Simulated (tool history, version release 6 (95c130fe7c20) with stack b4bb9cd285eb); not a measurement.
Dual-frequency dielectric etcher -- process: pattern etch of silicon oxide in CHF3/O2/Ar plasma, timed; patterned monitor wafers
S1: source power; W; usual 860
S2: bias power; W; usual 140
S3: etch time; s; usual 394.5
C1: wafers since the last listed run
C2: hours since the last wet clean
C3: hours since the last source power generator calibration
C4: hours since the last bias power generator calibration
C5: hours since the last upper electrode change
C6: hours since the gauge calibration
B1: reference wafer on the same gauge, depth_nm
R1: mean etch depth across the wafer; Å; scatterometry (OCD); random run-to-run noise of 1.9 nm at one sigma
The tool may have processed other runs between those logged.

| run | hour | S1 | S2 | S3 | C1 | C2 | C3 | C4 | C5 | C6 | B1 | R1 |
|---|---|---|---|---|---|---|---|---|---|---|---|---|
| 1 | 0.0 | 860 | 140 | 471.5 | 0 | 214.6 | 3705.0 | 4254.4 | 3543.6 | 251.3 | 771.6 | 10103 |
| 2 | 17.9 | 770 | 140 | 394.5 | 47 | 232.5 | 3722.9 | 4272.3 | 3561.5 | 269.2 | 770.8 | 8203 |
| 3 | 27.2 | 770 | 140 | 394.5 | 24 | 241.8 | 3732.2 | 4281.6 | 3570.8 | 278.5 | 770.6 | 8222 |
| 4 | 37.5 | 860 | 140 | 394.5 | 27 | 252.1 | 3742.5 | 4291.9 | 3581.1 | 288.8 | 771.3 | 8455 |
| 5 | 48.9 | 860 | 140 | 394.5 | 30 | 263.5 | 3753.9 | 4303.3 | 3592.5 | 300.2 | 770.9 | 8486 |
| 6 | 61.8 | 860 | 140 | 394.5 | 34 | 276.4 | 3766.8 | 4316.2 | 3605.4 | 313.1 | 770.1 | 8467 |
| 7 | 73.1 | 790 | 153 | 394.5 | 30 | 287.7 | 3778.1 | 4327.5 | 3616.7 | 324.4 | 771.4 | 8490 |
| 8 | 81.3 | 790 | 153 | 394.5 | 21 | 295.9 | 3786.3 | 4335.7 | 3624.9 | 332.6 | 770.9 | 8510 |
|  | 118.8 | upper electrode replaced |
| 9 | 119.3 | 860 | 140 | 394.5 | 37 | 333.9 | 3824.3 | 4373.7 | 0.5 | 370.6 | 770.4 | 8471 |
| 10 | 119.7 | 860 | 140 | 394.5 | 1 | 334.3 | 3824.7 | 4374.1 | 0.9 | 371.0 | 771.7 | 8443 |
| 11 | 120.1 | 860 | 157 | 335.0 | 1 | 334.7 | 3825.1 | 4374.5 | 1.3 | 371.4 | 771.1 | 7421 |
| 12 | 124.9 | 860 | 157 | 335.0 | 12 | 339.5 | 3829.9 | 4379.3 | 6.1 | 376.2 | 771.0 | 7428 |
| 13 | 152.4 | 860 | 140 | 346.5 | 73 | 367.0 | 3857.4 | 4406.8 | 33.6 | 403.7 | 770.9 | 7429 |
| 14 | 164.5 | 860 | 140 | 394.5 | 32 | 379.1 | 3869.5 | 4418.9 | 45.7 | 415.8 | 770.6 | 8476 |
|  | 174.6 | gauge calibrated |
| 15 | 181.6 | 860 | 140 | 394.5 | 45 | 396.2 | 3886.6 | 4436.0 | 62.8 | 7.0 | 770.3 | 8464 |
| 16 | 191.7 | 860 | 140 | 332.5 | 26 | 406.3 | 3896.7 | 4446.1 | 72.9 | 17.1 | 771.2 | 7134 |
| 17 | 208.0 | 740 | 107 | 317.5 | 43 | 422.6 | 3913.0 | 4462.4 | 89.2 | 33.4 | 770.9 | 6113 |
| 18 | 223.7 | 1040 | 154 | 462.0 | 41 | 438.3 | 3928.7 | 4478.1 | 104.9 | 49.1 | 770.9 | 10686 |
|  | 252.9 | wet clean of the chamber |
| 19 | 253.4 | 860 | 140 | 394.5 | 15 | 0.5 | 3958.4 | 4507.8 | 134.6 | 78.8 | 771.1 | 8443 |
|  | 259.9 | source power generator calibrated |
|  | 263.2 | bias power generator calibrated |
| 20 | 288.6 | 860 | 140 | 394.5 | 74 | 35.7 | 28.7 | 25.4 | 169.8 | 114.0 | 770.4 | 8488 |
| 21 | 297.6 | 960 | 140 | 323.0 | 23 | 44.7 | 37.7 | 34.4 | 178.8 | 123.0 | 771.5 | 7119 |
| 22 | 303.7 | 860 | 152 | 394.5 | 16 | 50.8 | 43.8 | 40.5 | 184.9 | 129.1 | 771.6 | 8653 |
| 23 | 317.3 | 1040 | 153 | 350.0 | 36 | 64.4 | 57.4 | 54.1 | 198.5 | 142.7 | 771.0 | 8079 |
| 24 | 333.6 | 1010 | 174 | 480.0 | 43 | 80.7 | 73.7 | 70.4 | 214.8 | 159.0 | 770.5 | 11426 |
| 25 | 350.8 | 700 | 174 | 476.5 | 45 | 97.9 | 90.9 | 87.6 | 232.0 | 176.2 | 771.1 | 10328 |
| 26 | 368.5 | 860 | 140 | 502.5 | 47 | 115.6 | 108.6 | 105.3 | 249.7 | 193.9 | 770.6 | 10756 |
| 27 | 384.5 | 860 | 140 | 394.5 | 42 | 131.6 | 124.6 | 121.3 | 265.7 | 209.9 | 770.8 | 8461 |
| 28 | 396.4 | 860 | 125 | 394.5 | 31 | 143.5 | 136.5 | 133.2 | 277.6 | 221.8 | 771.7 | 8215 |

What will run 29 give?
| 29 | 404.2 | 930 | 168 | 394.5 | 20 | 151.3 | 144.3 | 141.0 | 285.4 | 229.6 | ? | ? |

{"run 29": {"B1": 770.8, "R1": 9077}}
If the tool had no hidden condition, the same run with the same run-to-run variation would have returned R1 9077 Å.
